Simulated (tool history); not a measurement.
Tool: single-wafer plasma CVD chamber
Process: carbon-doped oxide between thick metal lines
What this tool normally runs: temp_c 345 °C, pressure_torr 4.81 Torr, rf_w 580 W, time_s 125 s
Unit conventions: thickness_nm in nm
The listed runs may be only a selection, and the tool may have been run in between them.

| run | day | temp_c | pressure_torr | rf_w | time_s | wafers since the last listed run | hours since the last thermocouple change | hours since the last RF generator calibration | hours since the last manometer calibration | hours since the showerhead was replaced | hours since the gauge calibration | read-back reference wafer on the same gauge, thickness_nm | thickness_nm |
|---|---|---|---|---|---|---|---|---|---|---|---|---|---|
| 1 | 0.000 | 345 | 4.81 | 625 | 125 | 0 | 603.5 | 845.8 | 787.1 | 5414.7 | 435.3 | 661.282 | 773.477 |
| 2 | 1.683 | 345 | 4.81 | 625 | 125 | 523 | 643.9 | 886.2 | 827.5 | 5455.1 | 475.7 | 661.145 | 770.339 |
| 3 | 5.108 | 345 | 4.81 | 625 | 125 | 1066 | 726.1 | 968.4 | 909.7 | 5537.3 | 557.9 | 660.892 | 771.644 |
| 4 | 7.221 | 345 | 4.81 | 515 | 125 | 657 | 776.8 | 1019.1 | 960.4 | 5588.0 | 608.6 | 661.134 | 659.644 |
| 5 | 11.562 | 345 | 4.81 | 515 | 125 | 1351 | 881.0 | 1123.3 | 1064.6 | 5692.2 | 712.8 | 661.143 | 658.843 |
|  | 14.017 | capacitance manometer re-zeroed and calibrated |
| 6 | 14.038 | 345 | 4.81 | 515 | 125 | 666 | 940.4 | 1182.7 | 0.5 | 5751.6 | 772.2 | 660.784 | 659.795 |
|  | 14.642 | thermocouple changed; heater temperature recalibrated |
| 7 | 16.158 | 345 | 4.81 | 555 | 125 | 556 | 36.4 | 1233.6 | 51.4 | 5802.5 | 823.1 | 660.550 | 708.064 |
|  | 18.792 | showerhead replaced |
| 8 | 18.908 | 345 | 4.81 | 515 | 125 | 752 | 102.4 | 1299.6 | 117.4 | 2.8 | 889.1 | 660.976 | 661.310 |
|  | 19.475 | RF generator calibrated |
|  | 22.525 | gauge calibrated |
| 9 | 22.771 | 345 | 5.45 | 580 | 125 | 1098 | 195.1 | 79.1 | 210.1 | 95.5 | 5.9 | 660.851 | 754.276 |
| 10 | 25.517 | 345 | 4.81 | 660 | 125 | 854 | 261.0 | 145.0 | 276.0 | 161.4 | 71.8 | 661.483 | 816.679 |
| 11 | 28.246 | 345 | 4.81 | 580 | 125 | 849 | 326.5 | 210.5 | 341.5 | 226.9 | 137.3 | 660.959 | 744.104 |
| 12 | 31.879 | 345 | 4.81 | 580 | 108 | 1131 | 413.7 | 297.7 | 428.7 | 314.1 | 224.5 | 660.543 | 636.040 |
| 13 | 34.642 | 345 | 4.81 | 580 | 119 | 859 | 480.0 | 364.0 | 495.0 | 380.4 | 290.8 | 661.477 | 701.065 |
| 14 | 37.021 | 357 | 4.81 | 650 | 125 | 740 | 537.1 | 421.1 | 552.1 | 437.5 | 347.9 | 660.839 | 780.271 |
| 15 | 41.467 | 345 | 4.81 | 670 | 125 | 1383 | 643.8 | 527.8 | 658.8 | 544.2 | 454.6 | 661.406 | 819.660 |

Alternative continuations, all from the tool just after run 15; predict every row:
| A | 41.483 | 345 | 3.64 | 580 | 125 | 5 | 644.2 | 528.2 | 659.2 | 544.6 | 455.0 | ? | ? |
| B | 41.483 | 345 | 4.81 | 580 | 117 | 5 | 644.2 | 528.2 | 659.2 | 544.6 | 455.0 | ? | ? |
| C | 41.483 | 334 | 4.17 | 580 | 125 | 5 | 644.2 | 528.2 | 659.2 | 544.6 | 455.0 | ? | ? |
| D | 41.483 | 358 | 3.81 | 635 | 125 | 5 | 644.2 | 528.2 | 659.2 | 544.6 | 455.0 | ? | ? |

| run | read-back reference wafer on the same gauge, thickness_nm | thickness_nm |
|---|---|---|
| A | 660.952 | 707.325 |
| B | 660.952 | 685.978 |
| C | 660.952 | 738.135 |
| D | 660.952 | 741.412 |
Without the tool's hidden state the same runs would have given:
| run | thickness_nm |
|---|---|
| A | 725.243 |
| B | 703.355 |
| C | 757.955 |
| D | 758.887 |

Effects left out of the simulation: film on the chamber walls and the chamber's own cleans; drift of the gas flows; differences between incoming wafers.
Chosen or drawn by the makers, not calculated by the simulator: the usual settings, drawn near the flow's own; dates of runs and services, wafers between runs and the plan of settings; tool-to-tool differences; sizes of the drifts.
